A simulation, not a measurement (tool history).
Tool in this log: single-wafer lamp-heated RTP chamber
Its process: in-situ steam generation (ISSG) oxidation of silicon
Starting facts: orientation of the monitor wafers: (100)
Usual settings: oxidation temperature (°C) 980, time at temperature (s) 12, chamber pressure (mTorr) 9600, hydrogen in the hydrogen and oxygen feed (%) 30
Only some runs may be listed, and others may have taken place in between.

run   hour  oxidation temperature (°C)  time at temperature (s)  chamber pressure (mTorr)  hydrogen in the hydrogen and oxygen feed (%)  wafers since the last listed run  wafers since the last pyrometer calibration  hours since the pressure gauge was zeroed  hours since the hydrogen flow controller was replaced  hours since the gauge calibration  read-back reference wafer on the same gauge, thickness  oxide thickness on the monitor wafer (Å)
  1    0.0                         980                       12                      9600                                            30                                 0                                          828                                     2290.3                                                 2803.9                               28.3                                                   4.018                                     43.02
  2   32.3                         980                       12                      9600                                            30                               635                                         1464                                     2322.6                                                 2836.2                               60.6                                                   4.016                                     43.14
  3   65.3                         980                       12                      9600                                            30                               649                                         2114                                     2355.6                                                 2869.2                               93.6                                                   4.018                                     43.09
  4   92.9                         966                       12                      8600                                            30                               543                                         2657                                     2383.2                                                 2896.8                              121.2                                                   4.019                                     42.31
  5  122.0                         966                       12                      8600                                            30                               572                                         3230                                     2412.3                                                 2925.9                              150.3                                                   4.013                                     42.47
  6  146.4                         966                       12                      8600                                            30                               480                                         3710                                     2436.7                                                 2950.3                              174.7                                                   4.025                                     42.86
  7  166.2                         980                       12                      9600                                            30                               389                                         4100                                     2456.5                                                 2970.1                              194.5                                                   4.031                                     43.63
  8  190.3                         980                       12                      9600                                            30                               474                                         4574                                     2480.6                                                 2994.2                              218.6                                                   4.019                                     43.79
  9  206.4                         980                       12                      9600                                            30                               316                                         4891                                     2496.7                                                 3010.3                              234.7                                                   4.024                                     44.69
 10  223.5                         980                       12                      9600                                            30                               336                                         5227                                     2513.8                                                 3027.4                              251.8                                                   4.022                                     44.64
     246.3  -- pyrometer window cleaned and pyrometer calibrated
 11  246.8                         980                        7                      9600                                            30                               301                                            9                                     2537.1                                                 3050.7                              275.1                                                   4.023                                     34.98
     267.1  -- hydrogen flow controller replaced
     276.4  -- pressure gauge zeroed
 12  276.9                         998                       12                      9600                                            30                               277                                          286                                        0.5                                                    9.8                              305.2                                                   4.027                                     45.73
     277.4  -- gauge calibrated
 13  311.5                         992                        9                     10200                                            30                               681                                          967                                       35.1                                                   44.4                               34.1                                                   4.029                                     39.35
 14  336.3                         972                       16                      9600                                            30                               488                                         1455                                       59.9                                                   69.2                               58.9                                                   4.021                                     47.52
 15  348.7                         980                        9                      8300                                            32                               244                                         1699                                       72.3                                                   81.6                               71.3                                                   4.021                                     40.48
 16  367.8                         980                       12                      9600                                            30                               375                                         2075                                       91.4                                                  100.7                               90.4                                                   4.010                                     43.14
 17  391.8                         972                       12                      9600                                            30                               472                                         2548                                      115.4                                                  124.7                              114.4                                                   4.024                                     42.64
 18  412.5                         980                       15                      9600                                            30                               407                                         2955                                      136.1                                                  145.4                              135.1                                                   4.020                                     47.61
 19  425.7                         991                       12                      8500                                            30                               259                                         3215                                      149.3                                                  158.6                              148.3                                                   4.013                                     46.30
 20  457.6                         980                       12                      9600                                            30                               627                                         3843                                      181.2                                                  190.5                              180.2                                                   4.019                                     44.00

Branching from run 20: 4 alternative next runs. What would each branch give?
  A  458.0                         980                       12                      9600                                            30                                 7                                         3851                                      181.6                                                  190.9                              180.6                                                       ?                                         ?
  B  458.0                         980                       12                      8200                                            20                                 7                                         3851                                      181.6                                                  190.9                              180.6                                                       ?                                         ?
  C  458.0                         980                       12                      9600                                            24                                 7                                         3851                                      181.6                                                  190.9                              180.6                                                       ?                                         ?
  D  458.0                         985                       14                      9600                                            30                                 7                                         3851                                      181.6                                                  190.9                              180.6                                                       ?                                         ?

run  read-back reference wafer on the same gauge, thickness  oxide thickness on the monitor wafer (Å)
  A                                                   4.012                                     43.96
  B                                                   4.012                                     40.49
  C                                                   4.012                                     41.62
  D                                                   4.012                                     47.62
Take away the tool's hidden state, keep each run's random variation, and the runs would have read:
run  oxide thickness on the monitor wafer (Å)
  A                                     42.90
  B                                     39.52
  C                                     40.62
  D                                     46.36

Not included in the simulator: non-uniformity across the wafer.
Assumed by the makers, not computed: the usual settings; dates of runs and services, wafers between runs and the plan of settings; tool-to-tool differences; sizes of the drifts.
